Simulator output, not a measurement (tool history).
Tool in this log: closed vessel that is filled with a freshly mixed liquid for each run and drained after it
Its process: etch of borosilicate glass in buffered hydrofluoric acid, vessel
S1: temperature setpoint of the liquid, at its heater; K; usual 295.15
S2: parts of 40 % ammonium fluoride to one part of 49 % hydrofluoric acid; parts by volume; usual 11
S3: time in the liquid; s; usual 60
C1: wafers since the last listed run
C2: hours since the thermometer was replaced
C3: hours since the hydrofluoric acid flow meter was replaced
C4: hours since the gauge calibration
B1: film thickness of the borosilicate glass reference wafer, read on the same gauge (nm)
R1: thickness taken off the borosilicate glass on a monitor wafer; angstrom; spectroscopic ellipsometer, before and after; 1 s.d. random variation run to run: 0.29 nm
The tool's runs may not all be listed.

| run | hour | S1 | S2 | S3 | C1 | C2 | C3 | C4 | B1 | R1 |
|---|---|---|---|---|---|---|---|---|---|---|
| 1 | 0 | 295.15 | 11 | 60 | 0 | 1671.3 | 1247.6 | 246.2 | 79.86 | 624.5 |
| 2 | 30.1 | 295.15 | 11 | 60 | 2083 | 1701.4 | 1277.7 | 276.3 | 79.73 | 630.4 |
| 3 | 43.7 | 295.15 | 11 | 60 | 941 | 1715 | 1291.3 | 289.9 | 79.62 | 622.6 |
| 4 | 64.3 | 295.15 | 11 | 60 | 1425 | 1735.6 | 1311.9 | 310.5 | 79.6 | 631.5 |
| 5 | 84.5 | 295.15 | 11 | 60 | 1398 | 1755.8 | 1332.1 | 330.7 | 79.46 | 620.3 |
| 6 | 112.1 | 295.15 | 11 | 40 | 1910 | 1783.4 | 1359.7 | 358.3 | 79.37 | 418.5 |
| 7 | 126.4 | 295.15 | 11 | 40 | 989 | 1797.7 | 1374 | 372.6 | 79.34 | 415.1 |
| 8 | 147.5 | 295.15 | 11 | 35 | 1460 | 1818.8 | 1395.1 | 393.7 | 79.27 | 364.2 |
| 9 | 172 | 295.15 | 11 | 35 | 1695 | 1843.3 | 1419.6 | 418.2 | 79.14 | 362.1 |
| 10 | 191.2 | 295.15 | 11 | 35 | 1328 | 1862.5 | 1438.8 | 437.4 | 79.05 | 362.5 |
|  | 211.2 | hydrofluoric acid flow meter replaced |
| 11 | 215.6 | 295.15 | 13.5 | 60 | 1619 | 1886.9 | 4.4 | 461.8 | 78.88 | 507.2 |
| 12 | 239.2 | 292.15 | 9.5 | 60 | 1633 | 1910.5 | 28 | 485.4 | 78.8 | 597.3 |
|  | 257.7 | gauge calibrated |
| 13 | 263.9 | 296.65 | 11 | 60 | 1709 | 1935.2 | 52.7 | 6.2 | 80.06 | 680.5 |
| 14 | 281.9 | 295.15 | 13.5 | 85 | 1245 | 1953.2 | 70.7 | 24.2 | 80.06 | 731.5 |
|  | 307.4 | thermometer replaced |
| 15 | 311 | 299.65 | 11 | 60 | 1944 | 3.6 | 99.8 | 53.3 | 80.09 | 798.7 |
| 16 | 325.4 | 296.65 | 11 | 60 | 996 | 18 | 114.2 | 67.7 | 80.02 | 682.8 |
| 17 | 347.4 | 299.15 | 9.5 | 30 | 1522 | 40 | 136.2 | 89.7 | 80.03 | 446.9 |
| 18 | 380.3 | 295.15 | 11 | 60 | 2276 | 72.9 | 169.1 | 122.6 | 79.93 | 634.5 |
| 19 | 393.4 | 293.15 | 11 | 60 | 906 | 86 | 182.2 | 135.7 | 79.99 | 564.2 |
| 20 | 421.7 | 297.15 | 15.5 | 50 | 1958 | 114.3 | 210.5 | 164 | 79.95 | 415.2 |
| 21 | 448.6 | 296.65 | 11 | 60 | 1861 | 141.2 | 237.4 | 190.9 | 79.84 | 682.2 |

What does the tool deliver on the next run?
| 22 | 479.8 | 295.15 | 8.5 | 60 | 2159 | 172.4 | 268.6 | 222.1 | ? | ? |

{"run 22": {"B1": 79.77, "R1": 787.7}}
With no hidden state in the tool, this same run would have given R1 789.9 angstrom.
